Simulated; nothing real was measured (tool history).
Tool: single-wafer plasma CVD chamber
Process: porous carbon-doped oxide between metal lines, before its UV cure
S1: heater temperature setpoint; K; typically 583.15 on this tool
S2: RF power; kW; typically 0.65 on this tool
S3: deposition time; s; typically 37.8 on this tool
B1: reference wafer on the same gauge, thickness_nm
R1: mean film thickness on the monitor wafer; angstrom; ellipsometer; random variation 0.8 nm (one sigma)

run   hour      S1     S2    S3       B1       R1
  1      0  583.15   0.65  37.8  221.095  2181.31
  2  202.6  583.15   0.65  37.8  221.105   2156.2
  3  382.6  583.15   0.65  37.8  220.976  2145.94
  4  449.8  593.15   0.65  39.8  221.062   2160.9
  5  487.6  593.15   0.65  39.8   221.07   2154.3
  6  516.4  593.15   0.65  39.8  221.035   2157.8
  7  573.8  583.15  0.595  37.8  221.095  1973.57
  8  610.2  583.15  0.595  37.8  220.966  1958.41
  9  659.6  572.15   0.65  37.8  221.038  2250.17
     710.3  -- gauge calibrated
 10  715.3  583.15   0.65  37.8  221.127   2113.1
 11  768.8  577.15   0.65  37.8  220.987  2194.97
     816.7  -- RF generator calibrated
 12  839.4  577.15   0.65  37.8  221.083  2279.72
 13  910.7  583.15   0.75  44.4  221.125  2934.44
 14  973.7  583.15   0.65  37.8   221.04  2207.47
 15   1011  588.15   0.65  37.8  221.159  2124.08
 16   1055  583.15   0.65  37.8  220.729  2167.14

Estimate the outcome of run 17 from the log above:
 17  1121.4  583.15  0.65  41.2   ?   ?

B1: 220.951
R1: 2351.83 angstrom
The same run, on a tool lacking any hidden state, would have yielded R1 2482.24 angstrom.
